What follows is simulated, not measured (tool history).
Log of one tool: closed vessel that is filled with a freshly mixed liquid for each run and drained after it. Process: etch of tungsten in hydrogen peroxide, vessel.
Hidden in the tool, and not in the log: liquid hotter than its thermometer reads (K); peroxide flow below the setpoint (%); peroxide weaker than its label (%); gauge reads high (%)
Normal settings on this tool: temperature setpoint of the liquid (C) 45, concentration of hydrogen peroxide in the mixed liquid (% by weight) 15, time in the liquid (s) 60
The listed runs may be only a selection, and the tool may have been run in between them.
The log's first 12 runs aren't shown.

run,hour,temperature setpoint of the liquid (C),concentration of hydrogen peroxide in the mixed liquid (% by weight),time in the liquid (s),wafers since the last listed run,hours since the thermometer was replaced,hours since the peroxide flow meter was replaced,hours since the drum of peroxide was connected,hours since the gauge calibration,"read-back film thickness of the tungsten reference wafer, read on the same gauge (nm)",thickness taken off the tungsten on a monitor wafer (angstrom)
13,636.6,45,15,45,8824,2542.9,1163.3,152.4,1162.8,110.02,636.5
14,665.1,45,15,35,4076,2571.4,1191.8,180.9,1191.3,110.01,501
15,735.5,45,15,90,10068,2641.8,1262.2,251.3,1261.7,109.94,1276.6
16,771.5,49,19,50,5148,2677.8,1298.2,287.3,1297.7,109.97,1022.2
17,834.6,45,15,60,9024,2740.9,1361.3,350.4,1360.8,110.02,837.1
# hour 863.4: peroxide flow meter replaced
18,904,45,15,60,9782,2810.3,40.6,419.8,1430.2,110.07,880.9
19,946.3,36.5,17,30,6049,2852.6,82.9,462.1,1472.5,110,265
# hour 967.4: thermometer replaced
20,990.2,45,19.5,60,6135,22.8,126.8,506,1516.4,109.97,995.5
# hour 1105.7: gauge calibrated
21,1114.4,45,15,60,17762,147,251,630.2,8.7,109.99,854.9
22,1171.1,45,13.5,60,8109,203.7,307.7,686.9,65.4,109.99,814.4
23,1211.5,36.5,19.5,60,5777,244.1,348.1,727.3,105.8,109.95,554.6
# hour 1214.8: new drum of peroxide connected
24,1254.7,54,18,45,6035,287.3,391.3,39.9,149,110,1244
25,1292.2,45,15,60,5363,324.8,428.8,77.4,186.5,110.02,881.3
26,1318.7,45,18.5,35,3789,351.3,455.3,103.9,213,110.05,561.6
27,1370.5,45,12,75,7408,403.1,507.1,155.7,264.8,110.04,964.9
28,1409.6,45,15,60,5592,442.2,546.2,194.8,303.9,110.02,864.9
29,1460.9,45,15,60,7336,493.5,597.5,246.1,355.2,110.04,866.7
30,1507,45,15,60,6593,539.6,643.6,292.2,401.3,110,855.9
31,1576.1,45,15,60,9882,608.7,712.7,361.3,470.4,110,844

Branching from run 31: 3 alternative next runs. What would each branch give?
A,1576.8,45,15,95,100,609.4,713.4,362,471.1,?,?
B,1576.8,53,14,75,100,609.4,713.4,362,471.1,?,?
C,1576.8,42.5,15,85,100,609.4,713.4,362,471.1,?,?

run,"read-back film thickness of the tungsten reference wafer, read on the same gauge (nm)",thickness taken off the tungsten on a monitor wafer (angstrom)
A,110,1340.8
B,110,1672.8
C,110,1023.5
The same runs, with their run-to-run variation unchanged, on a tool lacking any hidden condition would have given:
run,thickness taken off the tungsten on a monitor wafer (angstrom)
A,1405.8
B,1753.8
C,1073

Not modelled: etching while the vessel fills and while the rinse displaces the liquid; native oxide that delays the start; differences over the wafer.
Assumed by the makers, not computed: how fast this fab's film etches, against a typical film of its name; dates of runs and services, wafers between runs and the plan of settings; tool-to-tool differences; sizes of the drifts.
